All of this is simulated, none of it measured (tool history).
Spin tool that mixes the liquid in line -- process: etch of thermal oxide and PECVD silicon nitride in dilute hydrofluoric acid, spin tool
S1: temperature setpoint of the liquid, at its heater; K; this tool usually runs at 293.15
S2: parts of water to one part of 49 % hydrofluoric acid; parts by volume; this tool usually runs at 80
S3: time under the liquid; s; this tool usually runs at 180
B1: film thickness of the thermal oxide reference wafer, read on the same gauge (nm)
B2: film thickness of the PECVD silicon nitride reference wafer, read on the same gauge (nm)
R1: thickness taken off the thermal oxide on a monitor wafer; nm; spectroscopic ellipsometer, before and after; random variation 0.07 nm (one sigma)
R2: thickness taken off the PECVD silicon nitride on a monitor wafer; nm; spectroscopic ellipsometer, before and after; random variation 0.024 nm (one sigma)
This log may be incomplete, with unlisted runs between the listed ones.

run	hour	S1	S2	S3	B1	B2	R1	R2
1	0.0	291.15	80	180	30.01	49.98	8.50	4.52
2	14.0	293.15	80	180	30.02	49.99	9.15	5.17
3	20.3	293.15	100	115	30.02	50.03	4.61	2.67
4	28.3	293.15	100	115	29.97	50.04	4.60	2.66
5	48.9	293.15	100	115	29.97	49.97	4.67	2.67
6	59.9	293.15	80	180	29.97	50.00	9.26	5.17
7	72.4	293.15	80	180	30.04	50.01	9.19	5.18
8	83.1	293.15	95	230	29.99	49.96	9.81	5.59
9	92.4	293.15	95	230	29.97	49.97	9.72	5.59
10	101.7	293.15	80	215	29.98	50.02	11.05	6.19
11	110.9	293.15	80	215	30.00	50.02	11.15	6.14
# hour 114.1: gauge calibrated
12	122.3	293.15	80	180	29.97	49.99	9.17	5.13
13	137.3	293.15	80	180	30.00	50.00	9.27	5.20
14	143.5	296.15	80	145	29.97	49.99	8.44	5.10
15	157.8	296.65	80	75	30.00	50.01	4.43	2.72
16	164.8	293.15	100	115	29.99	50.01	4.60	2.65
17	206.2	296.65	45	275	29.98	49.99	30.55	17.57

Run 18 comes next. What will it give?
18	214.5	293.15	80	180	?	?	?	?

B1: 30.00
B2: 50.03
R1: 9.32 nm
R2: 5.17 nm
Were there no unlogged condition in the tool, this run, its random variation unchanged, would have produced R1 9.32 nm, R2 5.17 nm.
